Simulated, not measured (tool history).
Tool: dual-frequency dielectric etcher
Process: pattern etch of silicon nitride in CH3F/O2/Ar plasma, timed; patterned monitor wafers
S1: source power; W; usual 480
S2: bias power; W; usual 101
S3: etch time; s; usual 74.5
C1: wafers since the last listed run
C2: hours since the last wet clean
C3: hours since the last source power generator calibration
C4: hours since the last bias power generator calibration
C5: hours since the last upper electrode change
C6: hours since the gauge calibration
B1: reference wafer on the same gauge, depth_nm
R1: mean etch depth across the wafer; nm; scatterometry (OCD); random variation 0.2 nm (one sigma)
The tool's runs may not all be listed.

Run 1, hour 0.0: usual settings; C1 0; C2 259.5; C3 3536.5; C4 4622.6; C5 2358.7; C6 309.3; B1 67.0. Result: R1 66.1 nm.
Run 2, hour 31.1: usual settings; C1 232; C2 290.6; C3 3567.6; C4 4653.7; C5 2389.8; C6 340.4; B1 67.1. Result: R1 66.2 nm.
Run 3, hour 56.1: usual settings; C1 186; C2 315.6; C3 3592.6; C4 4678.7; C5 2414.8; C6 365.4; B1 67.1. Result: R1 66.6 nm.
Run 4, hour 86.1: usual settings but S1 560 W, S2 119 W; C1 224; C2 345.6; C3 3622.6; C4 4708.7; C5 2444.8; C6 395.4; B1 67.4. Result: R1 73.1 nm.
Run 5, hour 118.8: usual settings but S1 560 W, S2 119 W; C1 244; C2 378.3; C3 3655.3; C4 4741.4; C5 2477.5; C6 428.1; B1 67.4. Result: R1 73.6 nm.
Run 6, hour 132.3: usual settings but S1 560 W; C1 100; C2 391.8; C3 3668.8; C4 4754.9; C5 2491.0; C6 441.6; B1 67.6. Result: R1 69.8 nm.
Run 7, hour 162.1: usual settings but S1 560 W; C1 222; C2 421.6; C3 3698.6; C4 4784.7; C5 2520.8; C6 471.4; B1 67.7. Result: R1 70.2 nm.
At hour 180.9: gauge calibrated.
Run 8, hour 181.0: usual settings; C1 141; C2 440.5; C3 3717.5; C4 4803.6; C5 2539.7; C6 0.1; B1 66.4. Result: R1 65.3 nm.
Run 9, hour 201.2: usual settings; C1 150; C2 460.7; C3 3737.7; C4 4823.8; C5 2559.9; C6 20.3; B1 66.4. Result: R1 65.4 nm.
Run 10, hour 217.3: usual settings; C1 120; C2 476.8; C3 3753.8; C4 4839.9; C5 2576.0; C6 36.4; B1 66.4. Result: R1 65.8 nm.
Run 11, hour 240.7: usual settings but S2 117 W; C1 174; C2 500.2; C3 3777.2; C4 4863.3; C5 2599.4; C6 59.8; B1 66.4. Result: R1 68.8 nm.
Run 12, hour 255.0: usual settings but S2 117 W; C1 106; C2 514.5; C3 3791.5; C4 4877.6; C5 2613.7; C6 74.1; B1 66.4. Result: R1 68.2 nm.
Run 13, hour 277.2: usual settings but S2 117 W; C1 165; C2 536.7; C3 3813.7; C4 4899.8; C5 2635.9; C6 96.3; B1 66.4. Result: R1 68.5 nm.
At hour 281.8: source power generator calibrated.
Run 14, hour 290.2: usual settings; C1 67; C2 549.7; C3 8.4; C4 4912.8; C5 2648.9; C6 109.3; B1 66.5. Result: R1 65.5 nm.
At hour 325.4: wet clean of the chamber.
Run 15, hour 325.8: usual settings but S1 540 W, S2 121 W, S3 88.5 s; C1 86; C2 0.4; C3 44.0; C4 4948.4; C5 2684.5; C6 144.9; B1 66.5. Result: R1 85.3 nm.
At hour 376.1: upper electrode replaced.
Run 16, hour 376.6: usual settings; C1 200; C2 51.2; C3 94.8; C4 4999.2; C5 0.5; C6 195.7; B1 66.6. Result: R1 65.8 nm.
Run 17, hour 386.3: usual settings but S1 590 W, S3 84.5 s; C1 72; C2 60.9; C3 104.5; C4 5008.9; C5 10.2; C6 205.4; B1 66.6. Result: R1 79.5 nm.
Run 18, hour 409.6: usual settings but S1 560 W; C1 174; C2 84.2; C3 127.8; C4 5032.2; C5 33.5; C6 228.7; B1 66.7. Result: R1 69.0 nm.
Run 19, hour 428.9: usual settings but S1 420 W, S2 108 W, S3 83.5 s; C1 144; C2 103.5; C3 147.1; C4 5051.5; C5 52.8; C6 248.0; B1 66.7. Result: R1 72.7 nm.
Run 20, hour 442.7: usual settings; C1 103; C2 117.3; C3 160.9; C4 5065.3; C5 66.6; C6 261.8; B1 66.7. Result: R1 66.1 nm.
At hour 453.8: bias power generator calibrated.
Run 21, hour 459.0: usual settings but S1 370 W, S2 91 W, S3 64.0 s; C1 91; C2 133.6; C3 177.2; C4 5.2; C5 82.9; C6 278.1; B1 66.8. Result: R1 51.1 nm.
Run 22, hour 479.2: usual settings but S1 540 W; C1 150; C2 153.8; C3 197.4; C4 25.4; C5 103.1; C6 298.3; B1 67.0. Result: R1 68.8 nm.
Run 23, hour 514.5: usual settings but S3 82.0 s; C1 263; C2 189.1; C3 232.7; C4 60.7; C5 138.4; C6 333.6; B1 67.0. Result: R1 73.0 nm.
Run 24, hour 527.2: usual settings but S2 81 W, S3 90.5 s; C1 94; C2 201.8; C3 245.4; C4 73.4; C5 151.1; C6 346.3; B1 67.0. Result: R1 75.7 nm.
Run 25, hour 552.8: usual settings; C1 191; C2 227.4; C3 271.0; C4 99.0; C5 176.7; C6 371.9; B1 67.1. Result: R1 66.4 nm.
Run 26, hour 571.6: usual settings but S3 64.5 s; C1 140; C2 246.2; C3 289.8; C4 117.8; C5 195.5; C6 390.7; B1 67.2. Result: R1 57.7 nm.
Run 27, hour 594.5: usual settings but S1 570 W, S2 120 W, S3 56.0 s; C1 171; C2 269.1; C3 312.7; C4 140.7; C5 218.4; C6 413.6; B1 67.2. Result: R1 55.4 nm.

3 ways to go on from here, each from the tool as it stands after run 27. What would each give?
Run A, hour 594.9: usual settings but S1 430 W; C1 2; C2 269.5; C3 313.1; C4 141.1; C5 218.8; C6 414.0; B1 ?. Result: R1 ?.
Run B, hour 594.9: usual settings but S1 370 W, S2 94 W, S3 67.5 s; C1 2; C2 269.5; C3 313.1; C4 141.1; C5 218.8; C6 414.0; B1 ?. Result: R1 ?.
Run C, hour 594.9: usual settings but S1 540 W, S2 116 W, S3 82.0 s; C1 2; C2 269.5; C3 313.1; C4 141.1; C5 218.8; C6 414.0; B1 ?. Result: R1 ?.

run    B1    R1
  A  67.4  64.4
  B  67.4  54.8
  C  67.4  79.1
Without the tool's hidden state the same runs would have given:
run    R1
  A  63.7
  B  54.2
  C  78.2

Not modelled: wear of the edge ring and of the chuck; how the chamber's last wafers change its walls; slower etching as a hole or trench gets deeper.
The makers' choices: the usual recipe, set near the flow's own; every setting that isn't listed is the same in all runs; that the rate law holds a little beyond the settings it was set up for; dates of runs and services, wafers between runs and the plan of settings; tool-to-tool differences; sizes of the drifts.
